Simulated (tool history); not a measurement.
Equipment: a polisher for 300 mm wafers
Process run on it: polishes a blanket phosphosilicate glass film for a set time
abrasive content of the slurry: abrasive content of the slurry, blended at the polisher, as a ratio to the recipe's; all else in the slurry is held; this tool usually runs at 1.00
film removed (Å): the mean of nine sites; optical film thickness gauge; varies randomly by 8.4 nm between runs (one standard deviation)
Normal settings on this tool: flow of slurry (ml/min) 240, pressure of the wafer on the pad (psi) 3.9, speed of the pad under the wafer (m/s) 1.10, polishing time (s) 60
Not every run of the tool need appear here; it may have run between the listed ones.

run	hour	flow of slurry (ml/min)	pressure of the wafer on the pad (psi)	speed of the pad under the wafer (m/s)	abrasive content of the slurry	polishing time (s)	wafers since the last listed run	wafers polished on this pad	hours since the slurry nozzle was cleaned	hours since the head pressure was calibrated	hours since the slurry blender was calibrated	hours since the conditioning disc was replaced	incoming thickness of the incoming film, nm	film removed (Å)
1	0.0	290	3.9	1.10	1.00	60	0	647	606.0	566.4	82.7	530.9	1944.8	5560
2	9.1	280	3.9	1.34	0.75	45	58	706	615.1	575.5	91.8	540.0	1918.4	4043
3	20.5	240	3.4	0.86	0.90	46	73	779	626.5	586.9	103.2	551.4	1950.7	2898
4	27.4	240	2.8	1.10	0.85	40	44	824	633.4	593.8	110.1	558.3	1922.1	2365
5	36.3	240	3.9	1.30	0.90	60	57	881	642.3	602.7	119.0	567.2	1959.2	5533
6	45.2	265	5.0	1.10	1.20	45	57	938	651.2	611.6	127.9	576.1	1920.0	5516
# hour 54.2: slurry blender recalibrated, repeated, since the last time left the tool worse
7	57.5	305	5.3	1.10	1.00	53	66	1004	663.5	623.9	3.3	588.4	1953.5	8211
# hour 61.6: conditioning disc replaced and pad reconditioned
8	65.7	200	3.9	1.30	0.85	54	39	1044	671.7	632.1	11.5	4.1	1904.4	5923
9	75.0	240	2.7	1.10	0.80	60	59	1104	681.0	641.4	20.8	13.4	1938.4	4132
10	90.2	240	3.9	0.78	1.00	60	97	1201	696.2	656.6	36.0	28.6	1939.8	5408
11	98.0	240	3.9	0.74	1.00	47	50	1252	704.0	664.4	43.8	36.4	1950.1	4117
# hour 113.2: worn pad replaced by a new one
12	113.7	240	3.9	1.42	1.00	60	75	3	719.7	680.1	59.5	52.1	1937.9	7631
13	127.2	240	5.2	1.10	1.10	60	86	90	733.2	693.6	73.0	65.6	1943.4	9086
14	142.5	240	3.9	1.10	1.00	60	98	188	748.5	708.9	88.3	80.9	1925.5	6422
15	157.1	240	3.9	1.00	1.00	60	93	282	763.1	723.5	102.9	95.5	1909.3	5983
# hour 163.3: head pressure recalibrated
16	172.3	240	3.5	1.10	1.00	60	84	367	778.3	9.0	118.1	110.7	1938.9	5645
# hour 174.4: slurry nozzle cleaned
17	188.6	240	3.3	0.92	1.15	48	98	465	14.2	25.3	134.4	127.0	1949.2	4033
18	196.9	160	3.9	1.10	1.00	60	53	518	22.5	33.6	142.7	135.3	1931.2	6090
19	203.7	240	3.9	1.10	1.00	60	43	562	29.3	40.4	149.5	142.1	1948.9	6263
20	238.5	240	3.9	1.10	1.00	60	223	786	64.1	75.2	184.3	176.9	1940.0	6185
21	255.9	240	3.9	1.10	1.00	60	111	898	81.5	92.6	201.7	194.3	1952.1	6340
22	264.4	240	3.9	1.10	1.00	60	54	952	90.0	101.1	210.2	202.8	1950.3	6172
# hour 307.6: worn pad replaced by a new one
23	309.6	240	3.9	1.28	1.00	46	264	12	135.2	146.3	255.4	248.0	1902.1	5115
24	324.5	240	3.4	0.74	1.25	77	95	108	150.1	161.2	270.3	262.9	1917.8	5905
25	333.7	270	3.9	1.10	1.30	60	59	167	159.3	170.4	279.5	272.1	1936.9	6766

What if the next run were any one of these 5? Each begins from the tool's condition after run 25:
A	334.1	240	3.9	1.10	1.00	54	2	170	159.7	170.8	279.9	272.5	1926.4	?
B	334.1	270	3.9	0.86	0.90	60	2	170	159.7	170.8	279.9	272.5	1926.4	?
C	334.1	170	3.9	1.10	1.00	69	2	170	159.7	170.8	279.9	272.5	1926.4	?
D	334.1	240	3.9	0.90	0.85	60	2	170	159.7	170.8	279.9	272.5	1926.4	?
E	334.1	240	3.9	1.10	0.75	60	2	170	159.7	170.8	279.9	272.5	1926.4	?

run	film removed (Å)
A	5369
B	4963
C	6600
D	4916
E	5250
With the hidden condition removed and each run's random variation left untouched, the same runs would have given:
run	film removed (Å)
A	5871
B	5450
C	7217
D	5409
E	5805
